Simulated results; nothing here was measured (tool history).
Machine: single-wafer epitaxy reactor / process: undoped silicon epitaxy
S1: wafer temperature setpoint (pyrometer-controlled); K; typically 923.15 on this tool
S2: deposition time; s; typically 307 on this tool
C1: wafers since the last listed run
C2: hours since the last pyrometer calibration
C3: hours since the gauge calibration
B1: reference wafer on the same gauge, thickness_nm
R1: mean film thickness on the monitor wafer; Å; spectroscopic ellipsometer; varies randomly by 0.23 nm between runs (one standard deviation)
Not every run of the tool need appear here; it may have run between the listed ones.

Run 1, hour 0: usual settings but S2 282 s; C1 0; C2 1543.3; C3 504.8; B1 49.426. Result: R1 508.52 Å.
Run 2, hour 57.8: usual settings but S2 336 s; C1 270; C2 1601.1; C3 562.6; B1 49.42. Result: R1 605.21 Å.
At hour 94: gauge calibrated.
Run 3, hour 127.5: usual settings but S2 336 s; C1 326; C2 1670.8; C3 33.5; B1 49.383. Result: R1 601.38 Å.
Run 4, hour 177.5: usual settings; C1 234; C2 1720.8; C3 83.5; B1 49.414. Result: R1 555.34 Å.
Run 5, hour 214.8: usual settings but S2 287 s; C1 174; C2 1758.1; C3 120.8; B1 49.4. Result: R1 519.59 Å.
Run 6, hour 278.8: usual settings but S2 287 s; C1 299; C2 1822.1; C3 184.8; B1 49.456. Result: R1 516.19 Å.
Run 7, hour 308: usual settings but S2 287 s; C1 136; C2 1851.3; C3 214; B1 49.37. Result: R1 517.86 Å.
Run 8, hour 348.1: usual settings but S1 918.15 K; C1 187; C2 1891.4; C3 254.1; B1 49.388. Result: R1 502.3 Å.
Run 9, hour 403.8: usual settings but S1 932.15 K, S2 280 s; C1 260; C2 1947.1; C3 309.8; B1 49.408. Result: R1 598.07 Å.
Run 10, hour 451.5: usual settings but S1 928.15 K; C1 223; C2 1994.8; C3 357.5; B1 49.395. Result: R1 605.15 Å.
Run 11, hour 482.7: usual settings but S2 282 s; C1 146; C2 2026; C3 388.7; B1 49.379. Result: R1 507.03 Å.
Run 12, hour 508.8: usual settings but S1 929.15 K, S2 286 s; C1 122; C2 2052.1; C3 414.8; B1 49.398. Result: R1 580.56 Å.
At hour 529.3: pyrometer calibrated.
Run 13, hour 551.5: usual settings; C1 162; C2 22.2; C3 457.5; B1 49.397. Result: R1 593.13 Å.
At hour 642.2: gauge calibrated.
Run 14, hour 664.7: usual settings; C1 530; C2 135.4; C3 22.5; B1 49.415. Result: R1 599.19 Å.
Run 15, hour 695.3: usual settings but S1 914.15 K, S2 337 s; C1 143; C2 166; C3 53.1; B1 49.389. Result: R1 556.95 Å.
At hour 731.2: pyrometer calibrated, repeated, since the last time left the tool worse.
Run 16, hour 832.5: usual settings but S1 931.15 K; C1 605; C2 101.3; C3 190.3; B1 49.457. Result: R1 612.1 Å.

Branching from run 16: 5 alternative next runs. What would each branch give?
Run A, hour 833: usual settings; C1 2; C2 101.8; C3 190.8; B1 ?. Result: R1 ?.
Run B, hour 833: usual settings but S1 910.15 K; C1 2; C2 101.8; C3 190.8; B1 ?. Result: R1 ?.
Run C, hour 833: usual settings but S1 915.15 K, S2 332 s; C1 2; C2 101.8; C3 190.8; B1 ?. Result: R1 ?.
Run D, hour 833: usual settings but S1 928.15 K, S2 272 s; C1 2; C2 101.8; C3 190.8; B1 ?. Result: R1 ?.
Run E, hour 833: usual settings but S1 911.15 K; C1 2; C2 101.8; C3 190.8; B1 ?. Result: R1 ?.

run      B1      R1
  A  49.367  523.45
  B  49.367   406.7
  C  49.367  485.01
  D  49.367   510.2
  E  49.367  414.76
Had the tool no hidden state, the same runs would have come out as:
run      R1
  A  523.34
  B  406.61
  C   484.9
  D  510.09
  E  414.67
